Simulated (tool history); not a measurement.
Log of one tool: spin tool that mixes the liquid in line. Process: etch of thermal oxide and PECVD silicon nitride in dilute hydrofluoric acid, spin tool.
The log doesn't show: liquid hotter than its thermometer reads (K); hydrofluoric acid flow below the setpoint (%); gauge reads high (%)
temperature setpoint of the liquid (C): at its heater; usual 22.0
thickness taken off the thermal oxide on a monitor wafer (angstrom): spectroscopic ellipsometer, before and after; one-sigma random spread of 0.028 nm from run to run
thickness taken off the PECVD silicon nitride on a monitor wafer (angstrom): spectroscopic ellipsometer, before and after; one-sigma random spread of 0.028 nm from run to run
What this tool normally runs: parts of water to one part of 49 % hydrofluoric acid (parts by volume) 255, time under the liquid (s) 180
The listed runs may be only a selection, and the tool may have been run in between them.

run,day,temperature setpoint of the liquid (C),parts of water to one part of 49 % hydrofluoric acid (parts by volume),time under the liquid (s),wafers since the last listed run,hours since the thermometer was replaced,hours since the hydrofluoric acid flow meter was replaced,hours since the gauge calibration,"read-back film thickness of the thermal oxide reference wafer, read on the same gauge (nm)","read-back film thickness of the PECVD silicon nitride reference wafer, read on the same gauge (nm)",thickness taken off the thermal oxide on a monitor wafer (angstrom),thickness taken off the PECVD silicon nitride on a monitor wafer (angstrom)
1,0.000,23.5,160,180,0,92.3,1437.9,48.0,139.991,59.966,42.65,19.64
2,0.438,23.5,160,180,52,102.8,1448.4,58.5,139.973,60.023,42.11,20.14
3,0.988,22.0,255,180,65,116.0,1461.6,71.7,139.989,60.001,23.02,11.91
4,1.238,22.0,255,180,29,122.0,1467.6,77.7,140.003,60.027,22.78,11.60
5,1.829,22.0,255,180,70,136.2,1481.8,91.9,139.995,59.994,23.30,12.03
6,2.254,20.5,255,125,50,146.4,1492.0,102.1,140.014,60.011,14.72,7.24
7,2.508,25.0,295,85,30,152.5,1498.1,108.2,139.988,60.054,10.00,5.89
8,2.925,18.5,135,230,49,162.5,1508.1,118.2,139.984,60.021,54.65,22.17
9,3.571,22.0,255,180,77,178.0,1523.6,133.7,139.996,60.015,22.22,11.79
10,3.967,24.0,130,180,47,187.5,1533.1,143.2,139.997,60.045,54.11,24.98
11,5.342,24.5,160,120,164,220.5,1566.1,176.2,139.999,60.014,28.83,14.72
12,5.667,27.0,255,180,38,228.3,1573.9,184.0,140.005,60.016,26.87,16.16
# day 5.742: hydrofluoric acid flow meter replaced
13,6.271,22.0,335,125,67,242.8,12.7,198.5,140.008,59.958,12.55,6.85
14,6.704,22.0,365,210,51,253.2,23.1,208.9,139.990,59.990,18.94,10.42
15,7.379,22.0,255,180,80,269.4,39.3,225.1,139.983,60.019,25.37,13.27
16,8.075,22.0,255,70,83,286.1,56.0,241.8,139.994,59.995,9.94,5.11
17,8.400,19.5,350,225,38,293.9,63.8,249.6,140.009,60.000,19.43,10.38
18,8.917,20.0,175,215,61,306.3,76.2,262.0,140.005,59.992,44.99,19.27
19,9.546,19.0,170,75,75,321.4,91.3,277.1,139.987,60.030,15.20,6.56
20,10.038,20.0,325,280,58,333.2,103.1,288.9,139.987,59.990,27.65,14.20
21,10.675,22.0,255,180,76,348.5,118.4,304.2,140.004,59.973,25.94,12.70
22,11.346,22.0,185,180,80,364.6,134.5,320.3,140.008,59.987,37.01,17.14
23,11.979,19.0,170,75,75,379.8,149.7,335.5,140.008,60.014,15.39,6.65
24,12.417,25.0,255,95,52,390.3,160.2,346.0,139.989,60.007,15.01,8.28
25,12.688,23.5,300,125,32,396.8,166.7,352.5,140.010,60.007,14.96,8.38

What was the tool's hidden state at every run in the log?
liquid hotter than its thermometer reads (K): 0 across all the runs
gauge reads high (%): 0 across all the runs
H1: hydrofluoric acid flow below the setpoint (%)
run,H1
1,9.48
2,9.55
3,9.63
4,9.67
5,9.76
6,9.83
7,9.87
8,9.93
9,10
10,10.1
11,10.3
12,10.4
13,0.446
14,0.513
15,0.618
16,0.726
17,0.776
18,0.856
19,0.954
20,1.03
21,1.13
22,1.23
23,1.33
24,1.4
25,1.44

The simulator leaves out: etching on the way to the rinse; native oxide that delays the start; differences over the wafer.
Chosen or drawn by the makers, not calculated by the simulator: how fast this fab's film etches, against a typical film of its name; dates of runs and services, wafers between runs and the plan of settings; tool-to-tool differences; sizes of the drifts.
